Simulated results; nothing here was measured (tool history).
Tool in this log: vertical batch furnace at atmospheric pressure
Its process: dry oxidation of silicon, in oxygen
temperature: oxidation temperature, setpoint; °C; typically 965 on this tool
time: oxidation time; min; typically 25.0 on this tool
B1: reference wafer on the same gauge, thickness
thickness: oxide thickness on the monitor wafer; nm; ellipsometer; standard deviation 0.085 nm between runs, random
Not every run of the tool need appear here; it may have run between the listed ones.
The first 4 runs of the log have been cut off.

run 5 hour=254.8 | temperature=953 time=25.0 | B1=48.49 | thickness=55.83
run 6 hour=305.6 | temperature=953 time=25.0 | B1=48.50 | thickness=55.81
run 7 hour=333.5 | temperature=965 time=18.0 | B1=48.50 | thickness=53.99
run 8 hour=360.6 | temperature=957 time=25.0 | B1=48.49 | thickness=56.47
-- hour=419.5 boat lift adjusted
run 9 hour=420.0 | temperature=981 time=28.5 | B1=48.50 | thickness=60.73
run 10 hour=479.7 | temperature=981 time=28.5 | B1=48.50 | thickness=60.89
run 11 hour=532.7 | temperature=985 time=19.5 | B1=48.51 | thickness=56.92
run 12 hour=561.8 | temperature=985 time=19.5 | B1=48.49 | thickness=56.93
run 13 hour=598.7 | temperature=965 time=25.0 | B1=48.49 | thickness=57.33
run 14 hour=665.7 | temperature=965 time=25.0 | B1=48.50 | thickness=57.03
run 15 hour=696.4 | temperature=950 time=22.0 | B1=48.50 | thickness=54.51
run 16 hour=744.9 | temperature=950 time=22.0 | B1=48.51 | thickness=54.50
run 17 hour=776.6 | temperature=965 time=29.0 | B1=48.50 | thickness=59.15
run 18 hour=837.5 | temperature=971 time=25.0 | B1=48.49 | thickness=58.05
run 19 hour=878.8 | temperature=941 time=25.0 | B1=48.51 | thickness=54.86
run 20 hour=935.9 | temperature=965 time=25.0 | B1=48.52 | thickness=57.54
-- hour=990.3 thermocouples replaced and temperature profile calibrated
run 21 hour=990.8 | temperature=965 time=25.0 | B1=48.50 | thickness=56.98
run 22 hour=1034.8 | temperature=974 time=36.5 | B1=48.50 | thickness=62.76
run 23 hour=1089.2 | temperature=947 time=21.5 | B1=48.49 | thickness=53.70

Run 24 comes next. What will it give?
run 24 hour=1148.0 | temperature=965 time=25.0 | B1=? | thickness=?

B1: 48.50
thickness: 56.82 nm
Minus the tool's unlogged condition, the same run would have read thickness 56.75 nm.
